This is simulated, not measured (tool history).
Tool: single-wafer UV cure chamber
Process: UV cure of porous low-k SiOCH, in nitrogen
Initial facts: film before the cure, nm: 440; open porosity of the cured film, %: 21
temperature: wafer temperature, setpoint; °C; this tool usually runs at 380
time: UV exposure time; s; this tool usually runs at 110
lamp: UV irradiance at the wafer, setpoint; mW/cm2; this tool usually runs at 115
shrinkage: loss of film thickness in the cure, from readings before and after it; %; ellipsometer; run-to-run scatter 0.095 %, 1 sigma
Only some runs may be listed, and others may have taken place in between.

{"run": 1, "hour": 0.0, "temperature": 380, "time": 110, "lamp": 115, "shrinkage": 7.837}
{"run": 2, "hour": 13.4, "temperature": 380, "time": 110, "lamp": 115, "shrinkage": 7.917}
{"run": 3, "hour": 28.5, "temperature": 380, "time": 110, "lamp": 115, "shrinkage": 7.913}
{"run": 4, "hour": 44.9, "temperature": 380, "time": 110, "lamp": 115, "shrinkage": 7.874}
{"hour": 54.2, "done": "quartz window cleaned"}
{"run": 5, "hour": 62.8, "temperature": 380, "time": 110, "lamp": 115, "shrinkage": 8.047}
{"run": 6, "hour": 75.3, "temperature": 380, "time": 110, "lamp": 123, "shrinkage": 8.104}
{"run": 7, "hour": 90.0, "temperature": 380, "time": 110, "lamp": 123, "shrinkage": 8.018}
{"run": 8, "hour": 102.2, "temperature": 380, "time": 110, "lamp": 123, "shrinkage": 8.169}
{"run": 9, "hour": 110.5, "temperature": 380, "time": 110, "lamp": 115, "shrinkage": 7.586}
{"run": 10, "hour": 145.3, "temperature": 380, "time": 110, "lamp": 115, "shrinkage": 7.726}
{"run": 11, "hour": 157.7, "temperature": 380, "time": 110, "lamp": 115, "shrinkage": 7.79}
{"run": 12, "hour": 191.8, "temperature": 380, "time": 110, "lamp": 115, "shrinkage": 7.646}
{"run": 13, "hour": 198.0, "temperature": 380, "time": 110, "lamp": 115, "shrinkage": 7.587}
{"run": 14, "hour": 214.8, "temperature": 365, "time": 110, "lamp": 115, "shrinkage": 7.392}
{"hour": 223.7, "done": "quartz window cleaned"}
{"run": 15, "hour": 224.2, "temperature": 380, "time": 125, "lamp": 115, "shrinkage": 8.298}
{"run": 16, "hour": 231.2, "temperature": 380, "time": 125, "lamp": 115, "shrinkage": 8.135}
{"run": 17, "hour": 245.2, "temperature": 380, "time": 110, "lamp": 115, "shrinkage": 7.726}
{"run": 18, "hour": 259.8, "temperature": 380, "time": 110, "lamp": 115, "shrinkage": 7.564}
{"run": 19, "hour": 272.8, "temperature": 380, "time": 110, "lamp": 115, "shrinkage": 7.451}
{"run": 20, "hour": 286.7, "temperature": 380, "time": 110, "lamp": 115, "shrinkage": 7.469}
{"run": 21, "hour": 300.1, "temperature": 380, "time": 110, "lamp": 115, "shrinkage": 7.477}
{"run": 22, "hour": 312.7, "temperature": 380, "time": 110, "lamp": 133, "shrinkage": 8.154}
{"run": 23, "hour": 364.1, "temperature": 380, "time": 110, "lamp": 133, "shrinkage": 8.111}
{"hour": 378.5, "done": "quartz window cleaned"}
{"run": 24, "hour": 381.7, "temperature": 387, "time": 145, "lamp": 150, "shrinkage": 9.79}
{"run": 25, "hour": 391.1, "temperature": 380, "time": 110, "lamp": 129, "shrinkage": 7.98}
{"hour": 407.6, "done": "UV bulbs replaced"}
{"run": 26, "hour": 408.1, "temperature": 380, "time": 110, "lamp": 115, "shrinkage": 8.332}
{"run": 27, "hour": 409.7, "temperature": 380, "time": 110, "lamp": 115, "shrinkage": 8.373}
{"run": 28, "hour": 421.9, "temperature": 363, "time": 110, "lamp": 142, "shrinkage": 9.192}
{"run": 29, "hour": 438.4, "temperature": 380, "time": 110, "lamp": 115, "shrinkage": 8.477}
{"run": 30, "hour": 445.5, "temperature": 380, "time": 125, "lamp": 115, "shrinkage": 8.828}
{"run": 31, "hour": 451.8, "temperature": 361, "time": 90, "lamp": 99, "shrinkage": 6.738}
{"run": 32, "hour": 479.3, "temperature": 399, "time": 130, "lamp": 98, "shrinkage": 8.698}
{"run": 33, "hour": 489.8, "temperature": 380, "time": 110, "lamp": 115, "shrinkage": 8.559}
{"run": 34, "hour": 503.1, "temperature": 380, "time": 110, "lamp": 115, "shrinkage": 8.368}
{"run": 35, "hour": 510.0, "temperature": 397, "time": 150, "lamp": 115, "shrinkage": 10.153}
{"run": 36, "hour": 527.9, "temperature": 365, "time": 55, "lamp": 115, "shrinkage": 5.589}
{"run": 37, "hour": 544.7, "temperature": 394, "time": 155, "lamp": 134, "shrinkage": 10.924}
{"hour": 557.3, "done": "quartz window cleaned"}
{"run": 38, "hour": 561.8, "temperature": 380, "time": 150, "lamp": 115, "shrinkage": 9.751}
{"run": 39, "hour": 568.6, "temperature": 380, "time": 130, "lamp": 115, "shrinkage": 9.307}
{"run": 40, "hour": 586.1, "temperature": 380, "time": 110, "lamp": 115, "shrinkage": 8.5}
{"run": 41, "hour": 599.9, "temperature": 380, "time": 110, "lamp": 115, "shrinkage": 8.495}
{"run": 42, "hour": 609.7, "temperature": 380, "time": 110, "lamp": 79, "shrinkage": 6.837}
{"run": 43, "hour": 625.9, "temperature": 380, "time": 110, "lamp": 115, "shrinkage": 8.476}
{"run": 44, "hour": 641.8, "temperature": 380, "time": 110, "lamp": 115, "shrinkage": 8.396}
{"run": 45, "hour": 648.3, "temperature": 361, "time": 130, "lamp": 136, "shrinkage": 9.633}
{"run": 46, "hour": 658.4, "temperature": 380, "time": 75, "lamp": 115, "shrinkage": 6.978}

The logged runs with the hidden state left out (each run's random variation unchanged):
The tool's hidden condition here consists of: lamp output below its setpoint, %; transmission lost against a clean window, %.
run=1 shrinkage=8.440
run=2 shrinkage=8.541
run=3 shrinkage=8.554
run=4 shrinkage=8.531
run=5 shrinkage=8.741
run=6 shrinkage=8.800
run=7 shrinkage=8.725
run=8 shrinkage=8.906
run=9 shrinkage=8.299
run=10 shrinkage=8.498
run=11 shrinkage=8.585
run=12 shrinkage=8.475
run=13 shrinkage=8.418
run=14 shrinkage=8.247
run=15 shrinkage=9.202
run=16 shrinkage=9.032
run=17 shrinkage=8.643
run=18 shrinkage=8.484
run=19 shrinkage=8.377
run=20 shrinkage=8.419
run=21 shrinkage=8.451
run=22 shrinkage=9.177
run=23 shrinkage=9.218
run=24 shrinkage=10.966
run=25 shrinkage=9.132
run=26 shrinkage=8.366
run=27 shrinkage=8.406
run=28 shrinkage=9.227
run=29 shrinkage=8.511
run=30 shrinkage=8.862
run=31 shrinkage=6.771
run=32 shrinkage=8.734
run=33 shrinkage=8.595
run=34 shrinkage=8.405
run=35 shrinkage=10.193
run=36 shrinkage=5.624
run=37 shrinkage=10.969
run=38 shrinkage=9.796
run=39 shrinkage=9.354
run=40 shrinkage=8.548
run=41 shrinkage=8.545
run=42 shrinkage=6.884
run=43 shrinkage=8.530
run=44 shrinkage=8.453
run=45 shrinkage=9.694
run=46 shrinkage=7.036
